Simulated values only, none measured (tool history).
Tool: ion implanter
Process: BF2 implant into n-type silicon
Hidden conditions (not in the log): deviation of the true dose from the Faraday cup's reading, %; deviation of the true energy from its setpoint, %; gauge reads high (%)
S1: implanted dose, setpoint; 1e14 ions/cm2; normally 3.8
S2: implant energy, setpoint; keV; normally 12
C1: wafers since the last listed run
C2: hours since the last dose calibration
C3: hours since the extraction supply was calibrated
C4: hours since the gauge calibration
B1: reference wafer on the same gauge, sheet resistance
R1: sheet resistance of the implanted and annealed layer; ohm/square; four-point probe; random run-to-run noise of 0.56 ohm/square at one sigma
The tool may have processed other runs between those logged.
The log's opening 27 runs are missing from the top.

run 28 hour=1351.2 | S1=3.8 S2=8 | C1=372 C2=1179.6 C3=240.2 C4=747.6 | B1=399.13 | R1=394.65
run 29 hour=1398.5 | S1=3.8 S2=12 | C1=671 C2=1226.9 C3=287.5 C4=794.9 | B1=399.06 | R1=358.46
run 30 hour=1451.7 | S1=3.05 S2=10.5 | C1=755 C2=1280.1 C3=340.7 C4=848.1 | B1=399.25 | R1=431.08
run 31 hour=1497.2 | S1=3.8 S2=12 | C1=646 C2=1325.6 C3=386.2 C4=893.6 | B1=398.57 | R1=358.58
run 32 hour=1553.2 | S1=2.88 S2=9 | C1=795 C2=1381.6 C3=442.2 C4=949.6 | B1=399.28 | R1=462.86
run 33 hour=1619.9 | S1=4.87 S2=10 | C1=947 C2=1448.3 C3=508.9 C4=1016.3 | B1=399.11 | R1=319.17
run 34 hour=1677 | S1=3.25 S2=15 | C1=810 C2=1505.4 C3=566 C4=1073.4 | B1=398.69 | R1=389.3
run 35 hour=1704.5 | S1=3.8 S2=12 | C1=390 C2=1532.9 C3=593.5 C4=1100.9 | B1=398.92 | R1=358.6
-- hour=1732.7 gauge calibrated
run 36 hour=1757.7 | S1=3.8 S2=12 | C1=755 C2=1586.1 C3=646.7 C4=25 | B1=399.22 | R1=360.66

Alternative continuations, all from the tool just after run 36; predict every row:
run A hour=1758.1 | S1=3.8 S2=10.5 | C1=5 C2=1586.5 C3=647.1 C4=25.4 | B1=? | R1=?
run B hour=1758.1 | S1=4.54 S2=11 | C1=5 C2=1586.5 C3=647.1 C4=25.4 | B1=? | R1=?
run C hour=1758.1 | S1=3.17 S2=8.5 | C1=5 C2=1586.5 C3=647.1 C4=25.4 | B1=? | R1=?
run D hour=1758.1 | S1=2.91 S2=15 | C1=5 C2=1586.5 C3=647.1 C4=25.4 | B1=? | R1=?
run E hour=1758.1 | S1=4.82 S2=9 | C1=5 C2=1586.5 C3=647.1 C4=25.4 | B1=? | R1=?

run=A B1=399.04 R1=369.5
run=B B1=399.04 R1=325
run=C B1=399.04 R1=438.43
run=D B1=399.04 R1=425.85
run=E B1=399.04 R1=330.57
What these runs would have given with no unlogged condition in the tool:
run=A R1=365.79
run=B R1=322.14
run=C R1=433.88
run=D R1=419.63
run=E R1=328.17

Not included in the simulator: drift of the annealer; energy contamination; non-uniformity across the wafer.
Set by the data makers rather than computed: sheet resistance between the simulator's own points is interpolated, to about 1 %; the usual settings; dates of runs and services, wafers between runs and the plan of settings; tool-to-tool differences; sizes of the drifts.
